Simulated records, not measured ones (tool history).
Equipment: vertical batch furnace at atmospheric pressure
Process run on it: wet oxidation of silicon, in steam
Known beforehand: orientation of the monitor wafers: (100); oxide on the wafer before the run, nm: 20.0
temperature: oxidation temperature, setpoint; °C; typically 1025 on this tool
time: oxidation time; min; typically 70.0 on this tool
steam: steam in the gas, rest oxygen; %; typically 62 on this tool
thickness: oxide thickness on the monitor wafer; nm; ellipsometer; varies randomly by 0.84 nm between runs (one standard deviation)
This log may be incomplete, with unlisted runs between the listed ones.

run,hour,temperature,time,steam,"read-back reference wafer on the same gauge, thickness",thickness
1,0.0,1025,70.0,62,462.16,387.06
2,8.9,1025,70.0,62,462.32,387.03
3,17.9,1025,70.0,62,461.87,387.03
4,30.2,1025,70.0,62,462.03,386.93
5,44.2,1025,70.0,62,462.26,386.61
6,54.4,1025,70.0,62,462.17,385.41
7,67.5,1025,70.0,62,462.05,385.74
# hour 89.2: gauge calibrated
# hour 97.7: thermocouples replaced and temperature profile calibrated
8,99.3,1025,70.0,62,462.04,384.33
9,109.0,1025,79.5,62,462.03,418.30
10,120.4,1025,70.0,69,461.98,410.57
11,132.3,1004,80.0,70,461.49,393.99
12,148.7,1025,104.5,67,461.86,519.45
13,159.5,1005,70.0,62,461.79,334.06
# hour 199.5: steam generator serviced
14,200.0,1005,45.5,59,462.07,252.97
15,205.5,1025,70.0,62,462.20,404.00
16,212.4,1018,39.5,56,462.06,245.28
17,232.4,1025,70.0,58,461.91,386.74
18,247.2,1025,70.0,62,461.73,402.85
19,263.7,1025,70.0,62,462.06,403.73

What if the next run were any one of these 3? Each begins from the tool's condition after run 19:
A,269.3,1025,70.0,62,?,?
B,269.3,1025,97.5,52,?,?
C,269.3,1045,70.0,62,?,?

run,"read-back reference wafer on the same gauge, thickness",thickness
A,461.72,402.87
B,461.72,444.84
C,461.72,453.20
Take away the tool's hidden state, keep each run's random variation, and the runs would have read:
run,thickness
A,403.26
B,445.27
C,453.62

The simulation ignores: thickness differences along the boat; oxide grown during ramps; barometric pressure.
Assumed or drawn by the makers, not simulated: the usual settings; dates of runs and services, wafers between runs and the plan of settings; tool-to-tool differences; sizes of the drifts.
